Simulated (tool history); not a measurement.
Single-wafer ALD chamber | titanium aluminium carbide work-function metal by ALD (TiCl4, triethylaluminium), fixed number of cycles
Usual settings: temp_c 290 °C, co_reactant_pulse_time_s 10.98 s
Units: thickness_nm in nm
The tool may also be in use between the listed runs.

run,hour,temp_c,co_reactant_pulse_time_s,wafers since the last listed run,hours since the last thermocouple change,hours since the last triethylaluminium bottle change,hours since the showerhead was replaced,hours since the gauge calibration,"read-back reference wafer on the same gauge, thickness_nm",thickness_nm
1,0.0,290,8.55,0,2154.2,1714.0,7215.6,482.3,2.061,1.482
2,45.4,282,10.98,483,2199.6,1759.4,7261.0,527.7,2.056,1.537
3,59.2,283,11.97,147,2213.4,1773.2,7274.8,541.5,2.061,1.573
4,71.9,283,11.97,135,2226.1,1785.9,7287.5,554.2,2.058,1.564
# hour 87.8: triethylaluminium bottle replaced
# hour 96.4: gauge calibrated
5,102.6,290,10.98,241,2256.8,14.8,7318.2,6.2,2.058,1.710
6,113.9,290,10.98,120,2268.1,26.1,7329.5,17.5,2.062,1.725
7,130.8,285,9.74,180,2285.0,43.0,7346.4,34.4,2.062,1.667
8,138.8,285,9.74,85,2293.0,51.0,7354.4,42.4,2.058,1.666
9,149.1,290,14.25,109,2303.3,61.3,7364.7,52.7,2.058,1.752
10,162.5,290,14.25,142,2316.7,74.7,7378.1,66.1,2.060,1.757
11,174.6,300,8.85,128,2328.8,86.8,7390.2,78.2,2.057,1.742
12,185.9,300,8.85,120,2340.1,98.1,7401.5,89.5,2.060,1.754
13,196.6,290,7.14,114,2350.8,108.8,7412.2,100.2,2.059,1.603
14,209.9,303,10.98,141,2364.1,122.1,7425.5,113.5,2.061,1.826
15,217.1,290,13.76,76,2371.3,129.3,7432.7,120.7,2.061,1.751
16,256.0,295,9.04,414,2410.2,168.2,7471.6,159.6,2.061,1.728
17,267.9,283,11.97,126,2422.1,180.1,7483.5,171.5,2.060,1.684
18,274.3,290,10.98,68,2428.5,186.5,7489.9,177.9,2.059,1.729
19,285.4,277,14.80,118,2439.6,197.6,7501.0,189.0,2.061,1.660
# hour 303.9: showerhead replaced
20,304.4,276,12.97,117,2458.6,216.6,0.5,208.0,2.061,1.641
21,311.1,282,13.39,71,2465.3,223.3,7.2,214.7,2.061,1.689
22,320.9,298,13.69,104,2475.1,233.1,17.0,224.5,2.063,1.811
23,330.6,298,9.56,103,2484.8,242.8,26.7,234.2,2.058,1.750
24,341.8,286,9.55,119,2496.0,254.0,37.9,245.4,2.055,1.665
# hour 368.4: thermocouple changed; heater temperature recalibrated
25,393.4,295,15.29,464,25.0,305.6,89.5,297.0,2.060,1.798
26,411.0,282,14.84,187,42.6,323.2,107.1,314.6,2.063,1.698
27,420.7,290,10.98,103,52.3,332.9,116.8,324.3,2.059,1.729
28,432.5,290,8.78,125,64.1,344.7,128.6,336.1,2.061,1.674
29,443.0,290,7.61,111,74.6,355.2,139.1,346.6,2.063,1.631
30,451.7,305,10.98,92,83.3,363.9,147.8,355.3,2.064,1.818
31,469.4,290,14.81,188,101.0,381.6,165.5,373.0,2.060,1.760
32,483.4,301,13.89,149,115.0,395.6,179.5,387.0,2.057,1.836
33,500.1,290,7.83,177,131.7,412.3,196.2,403.7,2.062,1.633

The tool's hidden state at each run:
wafer temperature above the value expected at the setpoint (K): 0 in every run
gauge reads high (%): 0 in every run
H1: triethylaluminium dose above that of a fresh bottle (%)
run,H1
1,-37.9
2,-39.8
3,-40.4
4,-41
5,-2.82
6,-2.82
7,-2.84
8,-2.85
9,-2.86
10,-2.88
11,-2.91
12,-2.93
13,-2.96
14,-3
15,-3.02
16,-3.16
17,-3.21
18,-3.24
19,-3.3
20,-3.39
21,-3.43
22,-3.48
23,-3.54
24,-3.61
25,-3.96
26,-4.1
27,-4.18
28,-4.28
29,-4.37
30,-4.44
31,-4.6
32,-4.74
33,-4.9

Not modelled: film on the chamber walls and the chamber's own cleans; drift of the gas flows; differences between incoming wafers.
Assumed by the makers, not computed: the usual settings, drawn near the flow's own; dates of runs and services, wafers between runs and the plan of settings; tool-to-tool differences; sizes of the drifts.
